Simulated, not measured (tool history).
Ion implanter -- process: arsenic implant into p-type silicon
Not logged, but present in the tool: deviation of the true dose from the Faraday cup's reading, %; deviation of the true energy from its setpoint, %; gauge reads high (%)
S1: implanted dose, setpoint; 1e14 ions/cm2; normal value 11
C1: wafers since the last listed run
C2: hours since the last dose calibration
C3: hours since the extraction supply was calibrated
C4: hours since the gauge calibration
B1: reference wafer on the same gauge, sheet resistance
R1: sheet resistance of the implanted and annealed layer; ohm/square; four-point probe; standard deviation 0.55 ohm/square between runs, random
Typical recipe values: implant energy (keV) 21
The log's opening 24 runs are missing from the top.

Run 25, hour 1135.4: usual settings; C1 391; C2 148.4; C3 509.3; C4 922.4; B1 102.1. Result: R1 127.65 ohm/square.
Run 26, hour 1204.2: usual settings but S1 13.65 1e14 ions/cm2, implant energy (keV) 25.5; C1 759; C2 217.2; C3 578.1; C4 991.2; B1 102.25. Result: R1 109.17 ohm/square.
Run 27, hour 1245.8: usual settings but implant energy (keV) 17; C1 459; C2 258.8; C3 619.7; C4 1032.8; B1 102.18. Result: R1 133.69 ohm/square.
Run 28, hour 1283.3: usual settings but S1 13.23 1e14 ions/cm2; C1 413; C2 296.3; C3 657.2; C4 1070.3; B1 102.53. Result: R1 116.86 ohm/square.
Run 29, hour 1316.2: usual settings; C1 363; C2 329.2; C3 690.1; C4 1103.2; B1 102.26. Result: R1 127.39 ohm/square.
Run 30, hour 1384.1: usual settings but S1 14.29 1e14 ions/cm2; C1 749; C2 397.1; C3 758; C4 1171.1; B1 102.59. Result: R1 115.06 ohm/square.
Run 31, hour 1415.9: usual settings but S1 8.78 1e14 ions/cm2, implant energy (keV) 18; C1 351; C2 428.9; C3 789.8; C4 1202.9; B1 102.75. Result: R1 150.09 ohm/square.
Run 32, hour 1448.2: usual settings; C1 356; C2 461.2; C3 822.1; C4 1235.2; B1 102.39. Result: R1 127.66 ohm/square.
Run 33, hour 1514.3: usual settings but S1 9.47 1e14 ions/cm2, implant energy (keV) 17; C1 729; C2 527.3; C3 888.2; C4 1301.3; B1 102.38. Result: R1 143.6 ohm/square.
Run 34, hour 1541.1: usual settings but S1 8.77 1e14 ions/cm2, implant energy (keV) 25.5; C1 295; C2 554.1; C3 915; C4 1328.1; B1 102.48. Result: R1 139.01 ohm/square.
Run 35, hour 1585.1: usual settings; C1 485; C2 598.1; C3 959; C4 1372.1; B1 102.59. Result: R1 126.53 ohm/square.
Run 36, hour 1644.9: usual settings but S1 12.65 1e14 ions/cm2; C1 660; C2 657.9; C3 1018.8; C4 1431.9; B1 102.58. Result: R1 119.97 ohm/square.
Run 37, hour 1701.4: usual settings but S1 12.58 1e14 ions/cm2, implant energy (keV) 17.5; C1 623; C2 714.4; C3 1075.3; C4 1488.4; B1 102.6. Result: R1 125.7 ohm/square.

4 ways to go on from here, each from the tool as it stands after run 37. What would each give?
Run A, hour 1701.8: usual settings but implant energy (keV) 16; C1 4; C2 714.8; C3 1075.7; C4 1488.8; B1 ?. Result: R1 ?.
Run B, hour 1701.8: usual settings but S1 8.19 1e14 ions/cm2, implant energy (keV) 28; C1 4; C2 714.8; C3 1075.7; C4 1488.8; B1 ?. Result: R1 ?.
Run C, hour 1701.8: usual settings but S1 10.11 1e14 ions/cm2, implant energy (keV) 18; C1 4; C2 714.8; C3 1075.7; C4 1488.8; B1 ?. Result: R1 ?.
Run D, hour 1701.8: usual settings but S1 9.27 1e14 ions/cm2, implant energy (keV) 27.5; C1 4; C2 714.8; C3 1075.7; C4 1488.8; B1 ?. Result: R1 ?.

run      B1      R1
  A  102.62  135.09
  B  102.62  142.25
  C  102.62   137.4
  D  102.62  131.54
With no hidden state in the tool, these same runs would have given:
run      R1
  A  130.31
  B  137.21
  C  132.53
  D  126.88
